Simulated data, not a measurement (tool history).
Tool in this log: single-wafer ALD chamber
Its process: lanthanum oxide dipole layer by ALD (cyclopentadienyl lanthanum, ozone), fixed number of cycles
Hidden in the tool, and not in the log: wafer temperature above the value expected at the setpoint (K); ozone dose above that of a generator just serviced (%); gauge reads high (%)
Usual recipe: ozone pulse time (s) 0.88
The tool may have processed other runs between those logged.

run,hour,ozone pulse time (s),wafers since the last listed run,hours since the last thermocouple change,hours since the last ozone generator service,hours since the showerhead was replaced,hours since the gauge calibration,"read-back reference wafer on the same gauge, thickness_nm",mean film thickness on the monitor wafer (Å)
1,0,0.88,0,2042.3,1319.1,7469.2,27.7,0.437,4.67
2,18,0.88,214,2060.3,1337.1,7487.2,45.7,0.438,4.66
3,45.3,1.14,324,2087.6,1364.4,7514.5,73,0.44,5.06
4,65.1,1.14,235,2107.4,1384.2,7534.3,92.8,0.44,5.07
5,107.5,1.14,504,2149.8,1426.6,7576.7,135.2,0.441,5.1
# hour 159.6: showerhead replaced
# hour 164.9: thermocouple changed; heater temperature recalibrated
6,191.9,0.69,845,27,1511,32.3,219.6,0.444,4.23
7,211.2,0.69,229,46.3,1530.3,51.6,238.9,0.444,4.25
8,275,0.69,759,110.1,1594.1,115.4,302.7,0.445,4.25
9,302.4,0.97,325,137.5,1621.5,142.8,330.1,0.445,4.93
10,334.8,0.88,385,169.9,1653.9,175.2,362.5,0.446,4.71
# hour 365.8: ozone generator serviced
11,366.6,1.04,283,201.7,0.8,207,394.3,0.447,5.04
12,382,0.97,183,217.1,16.2,222.4,409.7,0.446,4.95
13,398.7,0.88,198,233.8,32.9,239.1,426.4,0.446,4.75
14,422.4,0.99,281,257.5,56.6,262.8,450.1,0.447,4.93
15,435.7,1.19,158,270.8,69.9,276.1,463.4,0.447,5.22
16,465.2,0.88,350,300.3,99.4,305.6,492.9,0.447,4.78
17,480.7,1.09,184,315.8,114.9,321.1,508.4,0.447,5.14
18,495.2,1.05,172,330.3,129.4,335.6,522.9,0.447,5.03
19,519.7,1.02,291,354.8,153.9,360.1,547.4,0.448,4.98
20,534.7,0.88,178,369.8,168.9,375.1,562.4,0.446,4.73
21,559.2,0.54,291,394.3,193.4,399.6,586.9,0.447,3.74
22,572.3,0.71,155,407.4,206.5,412.7,600,0.447,4.36
23,605.5,0.7,395,440.6,239.7,445.9,633.2,0.447,4.27
# hour 619.4: gauge calibrated
24,627.5,0.88,261,462.6,261.7,467.9,8.1,0.436,4.6
25,660.1,1.07,387,495.2,294.3,500.5,40.7,0.437,4.97
26,689.6,0.67,350,524.7,323.8,530,70.2,0.438,4.15
27,719.9,1.08,360,555,354.1,560.3,100.5,0.439,5.03
28,753.5,0.88,399,588.6,387.7,593.9,134.1,0.44,4.73
29,784.7,0.68,371,619.8,418.9,625.1,165.3,0.44,4.22
30,803.1,0.88,218,638.2,437.3,643.5,183.7,0.442,4.69
31,830,0.98,320,665.1,464.2,670.4,210.6,0.442,4.88
32,916.6,1.1,1030,751.7,550.8,757,297.2,0.444,5.09
33,947.2,0.88,364,782.3,581.4,787.6,327.8,0.443,4.73

Give the tool's hidden conditions for every run:
wafer temperature above the value expected at the setpoint (K): 0 in every run
ozone dose above that of a generator just serviced (%): 0 in every run
H1: gauge reads high (%)
run,H1
1,0.516
2,0.708
3,0.973
4,1.15
5,1.47
6,1.95
7,2.04
8,2.28
9,2.36
10,2.45
11,2.52
12,2.55
13,2.59
14,2.63
15,2.65
16,2.69
17,2.71
18,2.73
19,2.76
20,2.78
21,2.8
22,2.81
23,2.84
24,-0.00558
25,0.364
26,0.655
27,0.916
28,1.17
29,1.37
30,1.47
31,1.61
32,1.97
33,2.06
